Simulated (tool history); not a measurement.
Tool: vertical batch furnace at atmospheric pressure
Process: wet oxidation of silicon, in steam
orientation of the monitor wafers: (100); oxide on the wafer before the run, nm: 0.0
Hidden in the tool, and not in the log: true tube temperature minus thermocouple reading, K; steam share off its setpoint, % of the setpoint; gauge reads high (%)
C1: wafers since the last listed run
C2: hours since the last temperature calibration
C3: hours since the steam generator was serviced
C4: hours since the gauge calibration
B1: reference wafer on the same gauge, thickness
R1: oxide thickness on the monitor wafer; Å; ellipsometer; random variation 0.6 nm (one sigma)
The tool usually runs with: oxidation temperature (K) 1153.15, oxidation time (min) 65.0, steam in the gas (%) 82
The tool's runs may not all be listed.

{"run": 1, "hour": 0.0, "oxidation temperature (K)": 1137.15, "oxidation time (min)": 65.0, "steam in the gas (%)": 82, "C1": 0, "C2": 3604.6, "C3": 194.2, "C4": 376.2, "B1": 117.85, "R1": 929.2}
{"run": 2, "hour": 38.3, "oxidation temperature (K)": 1153.15, "oxidation time (min)": 56.5, "steam in the gas (%)": 82, "C1": 607, "C2": 3642.9, "C3": 232.5, "C4": 414.5, "B1": 117.99, "R1": 1051.4}
{"run": 3, "hour": 129.9, "oxidation temperature (K)": 1153.15, "oxidation time (min)": 56.5, "steam in the gas (%)": 82, "C1": 1451, "C2": 3734.5, "C3": 324.1, "C4": 506.1, "B1": 117.88, "R1": 1069.0}
{"run": 4, "hour": 172.9, "oxidation temperature (K)": 1153.15, "oxidation time (min)": 56.5, "steam in the gas (%)": 82, "C1": 681, "C2": 3777.5, "C3": 367.1, "C4": 549.1, "B1": 117.97, "R1": 1062.1}
{"run": 5, "hour": 216.5, "oxidation temperature (K)": 1136.15, "oxidation time (min)": 65.0, "steam in the gas (%)": 73, "C1": 691, "C2": 3821.1, "C3": 410.7, "C4": 592.7, "B1": 118.1, "R1": 825.6}
{"run": 6, "hour": 269.9, "oxidation temperature (K)": 1153.15, "oxidation time (min)": 65.0, "steam in the gas (%)": 82, "C1": 846, "C2": 3874.5, "C3": 464.1, "C4": 646.1, "B1": 118.11, "R1": 1203.6}
{"run": 7, "hour": 347.1, "oxidation temperature (K)": 1153.15, "oxidation time (min)": 65.0, "steam in the gas (%)": 82, "C1": 1223, "C2": 3951.7, "C3": 541.3, "C4": 723.3, "B1": 118.04, "R1": 1209.3}
{"run": 8, "hour": 454.6, "oxidation temperature (K)": 1153.15, "oxidation time (min)": 76.5, "steam in the gas (%)": 82, "C1": 1704, "C2": 4059.2, "C3": 648.8, "C4": 830.8, "B1": 118.16, "R1": 1408.5}
{"run": 9, "hour": 522.4, "oxidation temperature (K)": 1153.15, "oxidation time (min)": 76.5, "steam in the gas (%)": 82, "C1": 1074, "C2": 4127.0, "C3": 716.6, "C4": 898.6, "B1": 118.06, "R1": 1413.1}
{"run": 10, "hour": 563.3, "oxidation temperature (K)": 1153.15, "oxidation time (min)": 76.5, "steam in the gas (%)": 82, "C1": 648, "C2": 4167.9, "C3": 757.5, "C4": 939.5, "B1": 118.11, "R1": 1407.5}
{"run": 11, "hour": 636.0, "oxidation temperature (K)": 1153.15, "oxidation time (min)": 65.0, "steam in the gas (%)": 82, "C1": 1152, "C2": 4240.6, "C3": 830.2, "C4": 1012.2, "B1": 117.87, "R1": 1216.5}

Run 12, settings as shown, results not yet in. Your forecast:
{"run": 12, "hour": 687.5, "oxidation temperature (K)": 1153.15, "oxidation time (min)": 65.0, "steam in the gas (%)": 82, "C1": 816, "C2": 4292.1, "C3": 881.7, "C4": 1063.7, "B1": "?", "R1": "?"}

{"run 12": {"B1": 118.14, "R1": 1206.0}}
Without the tool's hidden state the same run would have given R1 1108.5 Å.
